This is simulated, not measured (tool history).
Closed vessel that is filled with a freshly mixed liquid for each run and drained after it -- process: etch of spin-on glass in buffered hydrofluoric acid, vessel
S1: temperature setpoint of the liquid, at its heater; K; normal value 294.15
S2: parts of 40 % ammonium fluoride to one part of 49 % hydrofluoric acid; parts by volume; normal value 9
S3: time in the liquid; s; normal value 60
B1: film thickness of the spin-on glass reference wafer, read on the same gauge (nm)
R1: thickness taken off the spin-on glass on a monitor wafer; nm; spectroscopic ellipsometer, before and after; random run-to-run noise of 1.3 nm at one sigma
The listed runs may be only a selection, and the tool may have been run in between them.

| run | hour | S1 | S2 | S3 | B1 | R1 |
|---|---|---|---|---|---|---|
| 1 | 0 | 294.15 | 9 | 60 | 149.98 | 243.07 |
| 2 | 120.7 | 294.15 | 9 | 60 | 150 | 242.66 |
| 3 | 157.5 | 294.15 | 9 | 60 | 149.97 | 240.95 |
| 4 | 202.7 | 294.15 | 9 | 60 | 149.99 | 240.4 |
| 5 | 244 | 294.15 | 9 | 60 | 150.01 | 238.7 |
| 6 | 313.9 | 294.15 | 9 | 60 | 150 | 240.91 |
| 7 | 383.4 | 294.15 | 9 | 60 | 150 | 238.69 |
| 8 | 409.2 | 293.15 | 7.5 | 60 | 150 | 275.96 |
| 9 | 468.3 | 293.15 | 7.5 | 60 | 150 | 276.2 |
| 10 | 494.6 | 293.15 | 7.5 | 60 | 150.04 | 277.39 |
| 11 | 542.2 | 294.15 | 9 | 60 | 150 | 239.49 |
| 12 | 604.4 | 294.15 | 9 | 60 | 150.01 | 239.13 |
| 13 | 636.6 | 297.15 | 9 | 60 | 149.99 | 281.76 |
| 14 | 678.9 | 297.15 | 9 | 60 | 150.02 | 282.14 |
| 15 | 737.2 | 294.15 | 9 | 60 | 149.98 | 239.52 |
|  | 767.4 | thermometer replaced |
| 16 | 789.3 | 290.15 | 9 | 60 | 150.01 | 195.46 |
| 17 | 831.3 | 298.65 | 6 | 60 | 149.99 | 468.21 |
| 18 | 869 | 291.65 | 9 | 35 | 150.01 | 123.73 |
| 19 | 898.5 | 294.15 | 9 | 40 | 150 | 163.02 |
| 20 | 930.6 | 294.15 | 9 | 60 | 149.97 | 242.13 |
|  | 958.4 | gauge calibrated |
| 21 | 958.9 | 290.15 | 12 | 80 | 150 | 203.35 |
| 22 | 1018.3 | 294.15 | 9 | 90 | 150.01 | 365.51 |
| 23 | 1062.3 | 292.15 | 6 | 60 | 150.01 | 324.52 |
| 24 | 1114 | 292.15 | 9 | 40 | 150 | 143.01 |
| 25 | 1176.8 | 294.15 | 6 | 90 | 149.99 | 546.69 |
|  | 1183.2 | hydrofluoric acid flow meter replaced |
| 26 | 1246.9 | 291.65 | 10 | 40 | 150.01 | 130.7 |
| 27 | 1297.4 | 292.65 | 12 | 85 | 150 | 246.51 |
| 28 | 1353.5 | 295.65 | 9 | 60 | 150 | 262.58 |
| 29 | 1381 | 297.65 | 9 | 60 | 149.97 | 292.35 |
| 30 | 1442.8 | 294.15 | 5.5 | 45 | 149.98 | 291.69 |
| 31 | 1473.7 | 294.15 | 9 | 60 | 149.97 | 239.02 |
| 32 | 1504.5 | 294.15 | 7 | 60 | 149.97 | 315.43 |
| 33 | 1533.4 | 294.15 | 9 | 60 | 149.97 | 241.19 |

Below are 4 alternative next runs, each starting from the tool's condition after run 33. Predict each:
| A | 1534.1 | 294.15 | 9 | 85 | ? | ? |
| B | 1534.1 | 296.65 | 10.5 | 60 | ? | ? |
| C | 1534.1 | 296.65 | 6.5 | 95 | ? | ? |
| D | 1534.1 | 292.65 | 10.5 | 60 | ? | ? |

| run | B1 | R1 |
|---|---|---|
| A | 150.03 | 337.93 |
| B | 150.03 | 244.44 |
| C | 150.03 | 607.05 |
| D | 150.03 | 195.71 |
Stripped of hidden state, with their random variation kept, the same runs would have yielded:
| run | R1 |
|---|---|
| A | 344.96 |
| B | 249.44 |
| C | 619.45 |
| D | 199.83 |
